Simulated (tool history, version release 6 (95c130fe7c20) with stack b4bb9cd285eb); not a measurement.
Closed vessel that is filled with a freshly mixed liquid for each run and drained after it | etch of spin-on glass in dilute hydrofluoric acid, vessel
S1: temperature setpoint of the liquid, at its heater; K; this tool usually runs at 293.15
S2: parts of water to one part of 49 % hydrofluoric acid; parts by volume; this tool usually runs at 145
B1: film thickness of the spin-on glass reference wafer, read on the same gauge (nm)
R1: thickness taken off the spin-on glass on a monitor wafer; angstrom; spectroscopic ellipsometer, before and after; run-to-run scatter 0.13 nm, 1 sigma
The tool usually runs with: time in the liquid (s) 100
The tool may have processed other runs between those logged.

Run 1, day 0: usual settings but S2 180 parts by volume, time in the liquid (s) 75; B1 90.01. Result: R1 164.2 angstrom.
Run 2, day 1.212: usual settings but S2 180 parts by volume, time in the liquid (s) 75; B1 89.99. Result: R1 163.9 angstrom.
Run 3, day 2.688: usual settings; B1 90.02. Result: R1 282.9 angstrom.
Run 4, day 3.196: usual settings but S1 295.65 K; B1 89.99. Result: R1 307.6 angstrom.
Run 5, day 4.275: usual settings but S1 295.65 K; B1 90. Result: R1 310.1 angstrom.
Run 6, day 5.4: usual settings but S1 295.65 K; B1 89.97. Result: R1 308.8 angstrom.
Run 7, day 6.292: usual settings but S1 290.15 K, time in the liquid (s) 120; B1 89.99. Result: R1 299.6 angstrom.
Run 8, day 7.488: usual settings but S1 290.15 K, time in the liquid (s) 120; B1 90.02. Result: R1 299.1 angstrom.
At day 7.779: hydrofluoric acid flow meter replaced.
Run 9, day 8.508: usual settings but S1 290.15 K, time in the liquid (s) 120; B1 90. Result: R1 318.4 angstrom.
Run 10, day 9.225: usual settings; B1 90. Result: R1 297.6 angstrom.
Run 11, day 10.258: usual settings but S1 297.15 K; B1 89.99. Result: R1 343.7 angstrom.
Run 12, day 12.142: usual settings; B1 89.97. Result: R1 294.5 angstrom.
Run 13, day 13.575: usual settings; B1 90.02. Result: R1 300 angstrom.
Run 14, day 14.892: usual settings but S1 295.65 K, S2 190 parts by volume, time in the liquid (s) 80; B1 90. Result: R1 190.7 angstrom.
Run 15, day 16.312: usual settings; B1 90.02. Result: R1 299.3 angstrom.
At day 16.358: gauge calibrated.
Run 16, day 17.104: usual settings but S2 90 parts by volume, time in the liquid (s) 75; B1 89.95. Result: R1 383.6 angstrom.
Run 17, day 18.046: usual settings but S2 185 parts by volume, time in the liquid (s) 155; B1 89.98. Result: R1 348.3 angstrom.
Run 18, day 18.642: usual settings; B1 90.05. Result: R1 297.7 angstrom.
Run 19, day 19.433: usual settings; B1 90.01. Result: R1 299.8 angstrom.
At day 22.604: thermometer replaced.
Run 20, day 23.792: usual settings; B1 89.98. Result: R1 268.9 angstrom.
Run 21, day 24.917: usual settings; B1 90. Result: R1 270.5 angstrom.
Run 22, day 25.629: usual settings but time in the liquid (s) 75; B1 90. Result: R1 203.2 angstrom.
Run 23, day 26.642: usual settings; B1 89.97. Result: R1 272.4 angstrom.
Run 24, day 29: usual settings; B1 89.99. Result: R1 269.4 angstrom.
Run 25, day 30.425: usual settings but S1 294.65 K; B1 90.03. Result: R1 284.1 angstrom.
Run 26, day 31.5: usual settings but S1 291.65 K, S2 185 parts by volume; B1 89.98. Result: R1 191.6 angstrom.
Run 27, day 32.746: usual settings but time in the liquid (s) 125; B1 90.01. Result: R1 340.8 angstrom.
Run 28, day 33.375: usual settings; B1 90.06. Result: R1 270.1 angstrom.
Run 29, day 33.946: usual settings but S1 295.65 K, S2 210 parts by volume, time in the liquid (s) 45; B1 90.01. Result: R1 85.2 angstrom.
Run 30, day 35.183: usual settings but S2 170 parts by volume, time in the liquid (s) 120; B1 90.04. Result: R1 269.7 angstrom.
Run 31, day 36.162: usual settings; B1 90.04. Result: R1 270.6 angstrom.
Run 32, day 37.271: usual settings but S1 290.15 K, time in the liquid (s) 45; B1 90.05. Result: R1 107.1 angstrom.
Run 33, day 38.292: usual settings but time in the liquid (s) 70; B1 90.06. Result: R1 188 angstrom.
Run 34, day 38.833: usual settings but S1 291.65 K, S2 190 parts by volume; B1 90. Result: R1 186.6 angstrom.

Here are 4 independent what-if runs from the current tool condition. What would each one return?
Run A, day 38.862: usual settings; B1 ?. Result: R1 ?.
Run B, day 38.862: usual settings but S1 291.65 K; B1 ?. Result: R1 ?.
Run C, day 38.862: usual settings but S1 291.15 K, S2 185 parts by volume, time in the liquid (s) 130; B1 ?. Result: R1 ?.
Run D, day 38.862: usual settings but S1 291.65 K, S2 105 parts by volume; B1 ?. Result: R1 ?.

run     B1     R1
  A  89.99    271
  B  89.99  255.2
  C  89.99  244.7
  D  89.99    368
The same runs, with their run-to-run variation unchanged, on a tool lacking any hidden condition would have given:
run     R1
  A    277
  B  260.8
  C  250.4
  D  375.4

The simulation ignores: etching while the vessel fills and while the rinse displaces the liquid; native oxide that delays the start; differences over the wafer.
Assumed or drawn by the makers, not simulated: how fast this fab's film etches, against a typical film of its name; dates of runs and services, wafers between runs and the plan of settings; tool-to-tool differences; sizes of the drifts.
